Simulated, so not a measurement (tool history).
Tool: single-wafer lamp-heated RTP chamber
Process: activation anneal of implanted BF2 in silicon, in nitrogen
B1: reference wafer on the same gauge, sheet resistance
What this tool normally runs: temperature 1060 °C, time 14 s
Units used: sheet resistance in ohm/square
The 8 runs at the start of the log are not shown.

Run 9, hour 138.3: usual settings; B1 125.93. Result: sheet resistance 119.67 ohm/square.
Run 10, hour 154.6: usual settings; B1 126.05. Result: sheet resistance 120.47 ohm/square.
At hour 155.4: gauge calibrated.
Run 11, hour 164.7: usual settings but temperature 1053 °C; B1 125.93. Result: sheet resistance 127.17 ohm/square.
Run 12, hour 174.6: usual settings; B1 126.06. Result: sheet resistance 119.95 ohm/square.
At hour 183.7: reflector plate cleaned.
Run 13, hour 204.8: usual settings; B1 126.02. Result: sheet resistance 120.78 ohm/square.
Run 14, hour 216.1: usual settings; B1 125.96. Result: sheet resistance 120.1 ohm/square.
Run 15, hour 232.3: usual settings; B1 125.84. Result: sheet resistance 120.67 ohm/square.
Run 16, hour 244.3: usual settings but temperature 1089 °C; B1 126.05. Result: sheet resistance 97.66 ohm/square.
Run 17, hour 251.2: usual settings but temperature 1040 °C, time 21 s; B1 125.88. Result: sheet resistance 128.99 ohm/square.
Run 18, hour 264: usual settings but time 11 s; B1 126.04. Result: sheet resistance 126.67 ohm/square.
Run 19, hour 278.3: usual settings but time 10 s; B1 126.04. Result: sheet resistance 129.77 ohm/square.
Run 20, hour 287: usual settings but temperature 1068 °C; B1 126. Result: sheet resistance 113.52 ohm/square.
Run 21, hour 302.6: usual settings; B1 125.98. Result: sheet resistance 120.46 ohm/square.

Run 22 comes next. What will it give?
At hour 319.8: pyrometer window cleaned and pyrometer calibrated.
Run 22, hour 320.3: usual settings; B1 ?. Result: sheet resistance ?.

B1: 125.97
sheet resistance: 119.7 ohm/square
On a tool with no hidden condition, and with the same random variation, this run would have come out at sheet resistance 119.7 ohm/square.
